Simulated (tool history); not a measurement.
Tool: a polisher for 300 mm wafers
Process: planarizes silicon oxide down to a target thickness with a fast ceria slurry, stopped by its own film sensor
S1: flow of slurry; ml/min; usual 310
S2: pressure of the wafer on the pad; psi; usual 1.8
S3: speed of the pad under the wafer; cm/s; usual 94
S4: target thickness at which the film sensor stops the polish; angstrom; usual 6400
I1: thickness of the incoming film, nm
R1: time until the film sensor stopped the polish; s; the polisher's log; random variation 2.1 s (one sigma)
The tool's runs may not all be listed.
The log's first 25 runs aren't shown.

{"hour": 859.4, "done": "worn pad replaced by a new one"}
{"run": 26, "hour": 859.9, "S1": 310, "S2": 1.8, "S3": 94, "S4": 6400, "I1": 1615.8, "R1": 106.9}
{"run": 27, "hour": 872.0, "S1": 310, "S2": 1.2, "S3": 94, "S4": 6400, "I1": 1629.4, "R1": 164.7}
{"run": 28, "hour": 898.7, "S1": 310, "S2": 1.8, "S3": 94, "S4": 6400, "I1": 1631.4, "R1": 108.9}
{"run": 29, "hour": 925.7, "S1": 250, "S2": 1.8, "S3": 94, "S4": 6400, "I1": 1604.9, "R1": 106.5}
{"run": 30, "hour": 940.1, "S1": 370, "S2": 1.5, "S3": 78, "S4": 8910, "I1": 1648.1, "R1": 119.3}
{"run": 31, "hour": 969.9, "S1": 310, "S2": 2.4, "S3": 70, "S4": 6400, "I1": 1626.1, "R1": 107.1}
{"run": 32, "hour": 999.4, "S1": 310, "S2": 1.8, "S3": 120, "S4": 3660, "I1": 1638.2, "R1": 104.3}
{"run": 33, "hour": 1031.6, "S1": 350, "S2": 1.4, "S3": 94, "S4": 8140, "I1": 1612.5, "R1": 109.6}
{"hour": 1056.0, "done": "worn pad replaced by a new one"}
{"run": 34, "hour": 1056.5, "S1": 310, "S2": 1.8, "S3": 94, "S4": 6400, "I1": 1647, "R1": 105.2}
{"run": 35, "hour": 1076.9, "S1": 310, "S2": 1.8, "S3": 114, "S4": 8850, "I1": 1628.5, "R1": 64.1}

5 ways to go on from here, each from the tool as it stands after run 35. What would each give?
{"run": "A", "hour": 1077.3, "S1": 310, "S2": 1.8, "S3": 94, "S4": 7830, "I1": 1626.5, "R1": "?"}
{"run": "B", "hour": 1077.3, "S1": 220, "S2": 1.8, "S3": 94, "S4": 6400, "I1": 1626.5, "R1": "?"}
{"run": "C", "hour": 1077.3, "S1": 270, "S2": 1.8, "S3": 94, "S4": 6400, "I1": 1626.5, "R1": "?"}
{"run": "D", "hour": 1077.3, "S1": 370, "S2": 2, "S3": 94, "S4": 6400, "I1": 1626.5, "R1": "?"}
{"run": "E", "hour": 1077.3, "S1": 240, "S2": 1.8, "S3": 94, "S4": 6400, "I1": 1626.5, "R1": "?"}

run=A R1=86.7
run=B R1=105.6
run=C R1=102.9
run=D R1=89.9
run=E R1=104.3
Without the tool's hidden state the same runs would have given:
run=A R1=96.3
run=B R1=117.3
run=C R1=114.3
run=D R1=99.9
run=E R1=115.9

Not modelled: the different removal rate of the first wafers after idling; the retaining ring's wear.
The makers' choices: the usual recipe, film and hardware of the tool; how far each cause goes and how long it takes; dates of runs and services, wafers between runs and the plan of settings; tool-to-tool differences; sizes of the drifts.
